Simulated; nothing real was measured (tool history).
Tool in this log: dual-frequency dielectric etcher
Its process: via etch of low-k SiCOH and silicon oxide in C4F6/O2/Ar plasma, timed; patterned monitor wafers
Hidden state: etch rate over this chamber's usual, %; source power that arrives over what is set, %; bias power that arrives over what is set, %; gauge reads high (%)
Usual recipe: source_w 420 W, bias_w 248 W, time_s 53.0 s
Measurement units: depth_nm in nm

run,day,source_w,bias_w,time_s,wafers since the last listed run,hours since the last wet clean,hours since the last source power generator calibration,hours since the last bias power generator calibration,hours since the last upper electrode change,hours since the gauge calibration,"read-back reference wafer on the same gauge, depth_nm",depth_nm
1,0.000,420,248,53.0,0,123.1,1965.9,3973.0,3667.2,1055.3,130.0,146.4
2,3.908,420,248,53.0,1109,216.9,2059.7,4066.8,3761.0,1149.1,130.1,147.1
3,6.442,420,248,53.0,719,277.7,2120.5,4127.6,3821.8,1209.9,130.0,145.2
4,8.071,420,248,53.0,462,316.8,2159.6,4166.7,3860.9,1249.0,130.1,145.6
5,11.050,420,248,53.0,846,388.3,2231.1,4238.2,3932.4,1320.5,130.1,145.6
6,12.642,420,248,53.0,452,426.5,2269.3,4276.4,3970.6,1358.7,130.0,145.9
# day 14.138: wet clean of the chamber
7,15.475,420,248,53.0,520,32.1,2337.3,4344.4,4038.6,1426.7,129.9,146.3
8,17.638,420,248,53.0,614,84.0,2389.2,4396.3,4090.5,1478.6,129.8,144.7
# day 19.325: source power generator calibrated
9,26.179,420,248,53.0,2378,289.0,164.5,4601.3,4295.5,1683.6,130.2,147.9
10,28.438,360,248,53.0,641,343.2,218.7,4655.5,4349.7,1737.8,130.2,142.0
# day 29.304: gauge calibrated
11,32.392,370,248,53.0,1122,438.1,313.6,4750.4,4444.6,74.1,130.1,142.7
12,36.342,350,281,58.0,1121,532.9,408.4,4845.2,4539.4,168.9,130.0,157.2
# day 37.933: bias power generator calibrated
# day 38.971: upper electrode replaced, of another model than before
# day 39.238: wet clean of the chamber
13,39.258,450,248,68.5,420,0.5,478.4,31.8,6.9,238.9,129.8,196.5
14,42.142,490,213,53.0,818,69.7,547.6,101.0,76.1,308.1,129.8,154.5
15,43.975,490,248,63.5,520,113.7,591.6,145.0,120.1,352.1,130.4,190.0
16,45.988,330,200,46.5,571,162.0,639.9,193.3,168.4,400.4,130.0,109.5
17,50.112,420,248,53.0,1171,261.0,738.9,292.3,267.4,499.4,129.9,147.1
18,52.088,510,212,39.5,560,308.4,786.3,339.7,314.8,546.8,129.8,118.2
19,54.525,420,248,53.0,692,366.9,844.8,398.2,373.3,605.3,130.0,147.7
20,56.479,340,248,44.5,554,413.8,891.7,445.1,420.2,652.2,130.0,111.3
21,58.192,490,223,53.0,486,454.9,932.8,486.2,461.3,693.3,130.0,155.8
# day 61.358: wet clean of the chamber
22,65.800,390,248,53.0,1876,106.6,1115.4,668.8,643.9,875.9,129.9,142.8
23,77.696,380,309,47.5,3378,392.1,1400.9,954.3,929.4,1161.4,129.9,129.6
24,80.896,420,204,53.0,908,468.9,1477.7,1031.1,1006.2,1238.2,130.3,142.0
# day 84.133: wet clean of the chamber
25,84.688,490,200,58.0,792,13.3,1568.7,1122.1,1097.2,1329.2,130.0,166.3
26,89.096,420,275,37.5,1251,119.1,1674.5,1227.9,1203.0,1435.0,130.0,105.4
27,91.546,490,200,58.0,695,177.9,1733.3,1286.7,1261.8,1493.8,129.8,166.4
28,95.596,420,248,53.0,1150,275.1,1830.5,1383.9,1359.0,1591.0,130.2,145.2

Entry by entry between the runs, the difference in hidden state between the last listed run before and the first listed run after:
Logged between run 6 and run 7: wet clean of the chamber (day 14.138)
  source power that arrives over what is set, %: -5.39 -> -5.54
  measured value less the no-hidden-state value, depth_nm: -2.5 -> -2.7 nm
Logged between run 8 and run 9: source power generator calibrated (day 19.325)
  source power that arrives over what is set, %: -5.65 -> 0.439
  measured value less the no-hidden-state value, depth_nm: -2.6 -> +0.2 nm
Logged between run 10 and run 11: gauge calibrated (day 29.304)
  source power that arrives over what is set, %: 0.318 -> 0.105
  measured value less the no-hidden-state value, depth_nm: +0.1 -> +0.1 nm
Logged between run 12 and run 13: bias power generator calibrated (day 37.933); upper electrode replaced, of another model than before (day 38.971); wet clean of the chamber (day 39.238)
  source power that arrives over what is set, %: -0.107 -> -0.264
  measured value less the no-hidden-state value, depth_nm: -0.1 -> -0.3 nm
Logged between run 21 and run 22: wet clean of the chamber (day 61.358)
  source power that arrives over what is set, %: -1.28 -> -1.69
  measured value less the no-hidden-state value, depth_nm: -1.1 -> -1.3 nm
Logged between run 24 and run 25: wet clean of the chamber (day 84.133)
  source power that arrives over what is set, %: -2.5 -> -2.71
  measured value less the no-hidden-state value, depth_nm: -1.9 -> -2.3 nm
